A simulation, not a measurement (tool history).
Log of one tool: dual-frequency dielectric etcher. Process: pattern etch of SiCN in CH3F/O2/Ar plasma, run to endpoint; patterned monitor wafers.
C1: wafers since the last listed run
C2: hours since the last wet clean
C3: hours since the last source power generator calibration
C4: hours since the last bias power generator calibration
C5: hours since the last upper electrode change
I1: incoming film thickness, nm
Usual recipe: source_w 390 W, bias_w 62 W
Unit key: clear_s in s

run 1 day=0.000 | source_w=390 bias_w=62 | C1=0 C2=144.6 C3=1746.8 C4=1430.3 C5=4549.9 | I1=9.51 | clear_s=27.6
run 2 day=0.617 | source_w=390 bias_w=62 | C1=107 C2=159.4 C3=1761.6 C4=1445.1 C5=4564.7 | I1=9.46 | clear_s=27.4
run 3 day=1.000 | source_w=390 bias_w=62 | C1=66 C2=168.6 C3=1770.8 C4=1454.3 C5=4573.9 | I1=9.46 | clear_s=27.5
run 4 day=1.417 | source_w=390 bias_w=62 | C1=72 C2=178.6 C3=1780.8 C4=1464.3 C5=4583.9 | I1=9.49 | clear_s=27.7
run 5 day=2.162 | source_w=390 bias_w=62 | C1=129 C2=196.5 C3=1798.7 C4=1482.2 C5=4601.8 | I1=9.42 | clear_s=27.4
run 6 day=2.717 | source_w=390 bias_w=62 | C1=96 C2=209.8 C3=1812.0 C4=1495.5 C5=4615.1 | I1=9.41 | clear_s=27.4
run 7 day=3.196 | source_w=390 bias_w=62 | C1=83 C2=221.3 C3=1823.5 C4=1507.0 C5=4626.6 | I1=9.45 | clear_s=27.6
run 8 day=3.917 | source_w=390 bias_w=62 | C1=125 C2=238.6 C3=1840.8 C4=1524.3 C5=4643.9 | I1=9.54 | clear_s=27.8
run 9 day=4.588 | source_w=390 bias_w=71 | C1=116 C2=254.7 C3=1856.9 C4=1540.4 C5=4660.0 | I1=9.52 | clear_s=25.8
run 10 day=5.171 | source_w=390 bias_w=71 | C1=101 C2=268.7 C3=1870.9 C4=1554.4 C5=4674.0 | I1=9.66 | clear_s=26.2
run 11 day=5.767 | source_w=390 bias_w=71 | C1=103 C2=283.0 C3=1885.2 C4=1568.7 C5=4688.3 | I1=9.50 | clear_s=25.7
-- day=6.129 source power generator calibrated
-- day=6.188 bias power generator calibrated
run 12 day=6.283 | source_w=390 bias_w=62 | C1=50 C2=295.4 C3=3.7 C4=2.3 C5=4700.7 | I1=9.51 | clear_s=27.8
run 13 day=6.579 | source_w=390 bias_w=62 | C1=51 C2=302.5 C3=10.8 C4=9.4 C5=4707.8 | I1=9.53 | clear_s=28.0
run 14 day=7.254 | source_w=390 bias_w=49 | C1=117 C2=318.7 C3=27.0 C4=25.6 C5=4724.0 | I1=9.45 | clear_s=31.7
run 15 day=7.683 | source_w=390 bias_w=49 | C1=74 C2=329.0 C3=37.3 C4=35.9 C5=4734.3 | I1=9.45 | clear_s=31.7
-- day=9.000 upper electrode replaced
-- day=9.383 wet clean of the chamber
run 16 day=9.404 | source_w=390 bias_w=62 | C1=58 C2=0.5 C3=78.6 C4=77.2 C5=9.7 | I1=9.49 | clear_s=27.3
run 17 day=9.417 | source_w=390 bias_w=62 | C1=2 C2=0.8 C3=78.9 C4=77.5 C5=10.0 | I1=9.41 | clear_s=27.1
run 18 day=9.433 | source_w=390 bias_w=62 | C1=2 C2=1.2 C3=79.3 C4=77.9 C5=10.4 | I1=9.53 | clear_s=27.5
run 19 day=9.446 | source_w=390 bias_w=67 | C1=2 C2=1.5 C3=79.6 C4=78.2 C5=10.7 | I1=9.46 | clear_s=26.3
run 20 day=9.554 | source_w=300 bias_w=74 | C1=18 C2=4.1 C3=82.2 C4=80.8 C5=13.3 | I1=9.51 | clear_s=28.3
run 21 day=9.875 | source_w=290 bias_w=67 | C1=55 C2=11.8 C3=89.9 C4=88.5 C5=21.0 | I1=9.44 | clear_s=30.0
run 22 day=10.167 | source_w=460 bias_w=54 | C1=50 C2=18.8 C3=96.9 C4=95.5 C5=28.0 | I1=9.44 | clear_s=27.3
run 23 day=10.583 | source_w=390 bias_w=62 | C1=72 C2=28.8 C3=106.9 C4=105.5 C5=38.0 | I1=9.60 | clear_s=27.6
run 24 day=11.192 | source_w=440 bias_w=50 | C1=105 C2=43.4 C3=121.5 C4=120.1 C5=52.6 | I1=9.55 | clear_s=29.4
run 25 day=11.492 | source_w=440 bias_w=57 | C1=52 C2=50.6 C3=128.7 C4=127.3 C5=59.8 | I1=9.42 | clear_s=26.8
run 26 day=12.321 | source_w=340 bias_w=51 | C1=144 C2=70.5 C3=148.6 C4=147.2 C5=79.7 | I1=9.49 | clear_s=32.7
run 27 day=12.962 | source_w=440 bias_w=62 | C1=111 C2=85.9 C3=164.0 C4=162.6 C5=95.1 | I1=9.43 | clear_s=26.0
run 28 day=13.312 | source_w=390 bias_w=54 | C1=60 C2=94.3 C3=172.4 C4=171.0 C5=103.5 | I1=9.44 | clear_s=29.5
run 29 day=13.700 | source_w=390 bias_w=73 | C1=67 C2=103.6 C3=181.7 C4=180.3 C5=112.8 | I1=9.51 | clear_s=25.3
run 30 day=14.446 | source_w=390 bias_w=62 | C1=129 C2=121.5 C3=199.6 C4=198.2 C5=130.7 | I1=9.52 | clear_s=27.6
run 31 day=14.908 | source_w=390 bias_w=62 | C1=80 C2=132.6 C3=210.7 C4=209.3 C5=141.8 | I1=9.52 | clear_s=27.5
run 32 day=15.283 | source_w=420 bias_w=56 | C1=65 C2=141.6 C3=219.7 C4=218.3 C5=150.8 | I1=9.48 | clear_s=28.1
run 33 day=15.571 | source_w=390 bias_w=62 | C1=50 C2=148.5 C3=226.6 C4=225.2 C5=157.7 | I1=9.46 | clear_s=27.3
run 34 day=16.042 | source_w=350 bias_w=53 | C1=81 C2=159.8 C3=237.9 C4=236.5 C5=169.0 | I1=9.52 | clear_s=31.7
run 35 day=16.292 | source_w=390 bias_w=62 | C1=43 C2=165.8 C3=243.9 C4=242.5 C5=175.0 | I1=9.56 | clear_s=27.6
run 36 day=16.696 | source_w=390 bias_w=62 | C1=70 C2=175.5 C3=253.6 C4=252.2 C5=184.7 | I1=9.48 | clear_s=27.5
run 37 day=16.983 | source_w=390 bias_w=62 | C1=50 C2=182.4 C3=260.5 C4=259.1 C5=191.6 | I1=9.51 | clear_s=27.6

Hidden state at the last listed run before each entry between runs and at the first one after, where it differs:
Runs 11 to 12: source power generator calibrated (day 6.129); bias power generator calibrated (day 6.188)
  etch rate over this chamber's usual, %: -1.23 -> -1.28
  measured value less the no-hidden-state value, clear_s: +0.4 -> +0.3 s
Runs 15 to 16: upper electrode replaced (day 9.000); wet clean of the chamber (day 9.383)
  etch rate over this chamber's usual, %: -1.41 -> -0.0208
  measured value less the no-hidden-state value, clear_s: +0.4 -> +0.0 s

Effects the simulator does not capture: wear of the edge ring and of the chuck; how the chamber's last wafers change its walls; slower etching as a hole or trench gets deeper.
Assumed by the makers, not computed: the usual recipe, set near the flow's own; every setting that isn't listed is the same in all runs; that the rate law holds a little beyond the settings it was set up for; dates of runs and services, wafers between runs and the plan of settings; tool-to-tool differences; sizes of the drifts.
